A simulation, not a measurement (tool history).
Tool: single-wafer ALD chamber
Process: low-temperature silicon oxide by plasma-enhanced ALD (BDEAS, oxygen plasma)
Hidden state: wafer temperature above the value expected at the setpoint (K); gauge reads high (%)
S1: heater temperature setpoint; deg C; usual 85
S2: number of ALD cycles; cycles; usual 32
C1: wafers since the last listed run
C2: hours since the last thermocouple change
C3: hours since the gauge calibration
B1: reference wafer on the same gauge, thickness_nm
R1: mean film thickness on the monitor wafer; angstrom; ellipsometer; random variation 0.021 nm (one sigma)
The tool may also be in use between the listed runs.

{"run": 1, "hour": 0.0, "S1": 85, "S2": 32, "C1": 0, "C2": 725.8, "C3": 260.3, "B1": 5.638, "R1": 52.36}
{"run": 2, "hour": 37.7, "S1": 85, "S2": 32, "C1": 412, "C2": 763.5, "C3": 298.0, "B1": 5.64, "R1": 52.21}
{"run": 3, "hour": 66.1, "S1": 85, "S2": 37, "C1": 311, "C2": 791.9, "C3": 326.4, "B1": 5.638, "R1": 60.96}
{"run": 4, "hour": 102.6, "S1": 85, "S2": 37, "C1": 399, "C2": 828.4, "C3": 362.9, "B1": 5.636, "R1": 60.85}
{"run": 5, "hour": 134.6, "S1": 85, "S2": 32, "C1": 350, "C2": 860.4, "C3": 394.9, "B1": 5.643, "R1": 52.17}
{"run": 6, "hour": 188.7, "S1": 85, "S2": 32, "C1": 592, "C2": 914.5, "C3": 449.0, "B1": 5.636, "R1": 52.41}
{"run": 7, "hour": 222.0, "S1": 85, "S2": 36, "C1": 364, "C2": 947.8, "C3": 482.3, "B1": 5.636, "R1": 58.96}
{"run": 8, "hour": 260.7, "S1": 85, "S2": 32, "C1": 423, "C2": 986.5, "C3": 521.0, "B1": 5.644, "R1": 52.22}
{"run": 9, "hour": 286.4, "S1": 85, "S2": 32, "C1": 281, "C2": 1012.2, "C3": 546.7, "B1": 5.643, "R1": 52.76}
{"run": 10, "hour": 318.3, "S1": 79, "S2": 35, "C1": 349, "C2": 1044.1, "C3": 578.6, "B1": 5.641, "R1": 58.89}
{"run": 11, "hour": 374.8, "S1": 79, "S2": 35, "C1": 618, "C2": 1100.6, "C3": 635.1, "B1": 5.638, "R1": 58.49}
{"run": 12, "hour": 430.6, "S1": 79, "S2": 35, "C1": 611, "C2": 1156.4, "C3": 690.9, "B1": 5.638, "R1": 59.06}
{"run": 13, "hour": 461.1, "S1": 85, "S2": 27, "C1": 334, "C2": 1186.9, "C3": 721.4, "B1": 5.64, "R1": 44.4}
{"run": 14, "hour": 492.8, "S1": 85, "S2": 27, "C1": 347, "C2": 1218.6, "C3": 753.1, "B1": 5.635, "R1": 43.99}
{"run": 15, "hour": 557.0, "S1": 85, "S2": 27, "C1": 703, "C2": 1282.8, "C3": 817.3, "B1": 5.638, "R1": 44.28}
{"run": 16, "hour": 618.3, "S1": 85, "S2": 32, "C1": 671, "C2": 1344.1, "C3": 878.6, "B1": 5.642, "R1": 52.36}
{"run": 17, "hour": 680.5, "S1": 85, "S2": 32, "C1": 681, "C2": 1406.3, "C3": 940.8, "B1": 5.64, "R1": 52.71}
{"run": 18, "hour": 743.3, "S1": 85, "S2": 32, "C1": 687, "C2": 1469.1, "C3": 1003.6, "B1": 5.635, "R1": 52.82}
{"hour": 798.6, "done": "thermocouple changed; heater temperature recalibrated"}
{"run": 19, "hour": 799.1, "S1": 78, "S2": 32, "C1": 523, "C2": 0.5, "C3": 1059.4, "B1": 5.641, "R1": 53.33}
{"run": 20, "hour": 928.2, "S1": 77, "S2": 32, "C1": 1413, "C2": 129.6, "C3": 1188.5, "B1": 5.634, "R1": 53.53}
{"run": 21, "hour": 958.7, "S1": 98, "S2": 34, "C1": 334, "C2": 160.1, "C3": 1219.0, "B1": 5.642, "R1": 52.82}
{"run": 22, "hour": 1000.3, "S1": 85, "S2": 32, "C1": 455, "C2": 201.7, "C3": 1260.6, "B1": 5.64, "R1": 52.02}
{"hour": 1050.8, "done": "gauge calibrated"}
{"run": 23, "hour": 1057.4, "S1": 85, "S2": 29, "C1": 625, "C2": 258.8, "C3": 6.6, "B1": 5.635, "R1": 47.16}
{"run": 24, "hour": 1094.0, "S1": 93, "S2": 38, "C1": 400, "C2": 295.4, "C3": 43.2, "B1": 5.645, "R1": 60.57}
{"run": 25, "hour": 1141.8, "S1": 85, "S2": 32, "C1": 523, "C2": 343.2, "C3": 91.0, "B1": 5.641, "R1": 51.79}
{"run": 26, "hour": 1170.0, "S1": 89, "S2": 36, "C1": 308, "C2": 371.4, "C3": 119.2, "B1": 5.642, "R1": 57.88}
{"run": 27, "hour": 1223.7, "S1": 72, "S2": 32, "C1": 588, "C2": 425.1, "C3": 172.9, "B1": 5.64, "R1": 54.8}
{"run": 28, "hour": 1268.0, "S1": 81, "S2": 38, "C1": 485, "C2": 469.4, "C3": 217.2, "B1": 5.641, "R1": 62.93}
{"run": 29, "hour": 1312.0, "S1": 81, "S2": 38, "C1": 481, "C2": 513.4, "C3": 261.2, "B1": 5.639, "R1": 63.14}
{"run": 30, "hour": 1366.9, "S1": 96, "S2": 32, "C1": 601, "C2": 568.3, "C3": 316.1, "B1": 5.642, "R1": 50.53}
{"run": 31, "hour": 1402.2, "S1": 92, "S2": 36, "C1": 386, "C2": 603.6, "C3": 351.4, "B1": 5.636, "R1": 57.69}
{"run": 32, "hour": 1461.5, "S1": 81, "S2": 30, "C1": 649, "C2": 662.9, "C3": 410.7, "B1": 5.643, "R1": 49.72}
{"run": 33, "hour": 1526.9, "S1": 85, "S2": 32, "C1": 716, "C2": 728.3, "C3": 476.1, "B1": 5.64, "R1": 52.41}
{"run": 34, "hour": 1594.3, "S1": 70, "S2": 38, "C1": 738, "C2": 795.7, "C3": 543.5, "B1": 5.64, "R1": 65.37}
{"run": 35, "hour": 1635.7, "S1": 71, "S2": 35, "C1": 453, "C2": 837.1, "C3": 584.9, "B1": 5.637, "R1": 60.05}
{"run": 36, "hour": 1679.6, "S1": 90, "S2": 29, "C1": 480, "C2": 881.0, "C3": 628.8, "B1": 5.639, "R1": 46.69}
{"run": 37, "hour": 1729.8, "S1": 85, "S2": 29, "C1": 549, "C2": 931.2, "C3": 679.0, "B1": 5.644, "R1": 47.74}

5 ways to go on from here, each from the tool as it stands after run 37. What would each give?
{"run": "A", "hour": 1730.3, "S1": 85, "S2": 38, "C1": 5, "C2": 931.7, "C3": 679.5, "B1": "?", "R1": "?"}
{"run": "B", "hour": 1730.3, "S1": 99, "S2": 27, "C1": 5, "C2": 931.7, "C3": 679.5, "B1": "?", "R1": "?"}
{"run": "C", "hour": 1730.3, "S1": 95, "S2": 29, "C1": 5, "C2": 931.7, "C3": 679.5, "B1": "?", "R1": "?"}
{"run": "D", "hour": 1730.3, "S1": 75, "S2": 30, "C1": 5, "C2": 931.7, "C3": 679.5, "B1": "?", "R1": "?"}
{"run": "E", "hour": 1730.3, "S1": 70, "S2": 32, "C1": 5, "C2": 931.7, "C3": 679.5, "B1": "?", "R1": "?"}

run=A B1=5.639 R1=62.46
run=B B1=5.639 R1=42.29
run=C B1=5.639 R1=46.06
run=D B1=5.639 R1=50.97
run=E B1=5.639 R1=55.25
Without the tool's hidden state the same runs would have given:
run=A R1=61.70
run=B R1=41.75
run=C R1=45.48
run=D R1=50.37
run=E R1=54.62

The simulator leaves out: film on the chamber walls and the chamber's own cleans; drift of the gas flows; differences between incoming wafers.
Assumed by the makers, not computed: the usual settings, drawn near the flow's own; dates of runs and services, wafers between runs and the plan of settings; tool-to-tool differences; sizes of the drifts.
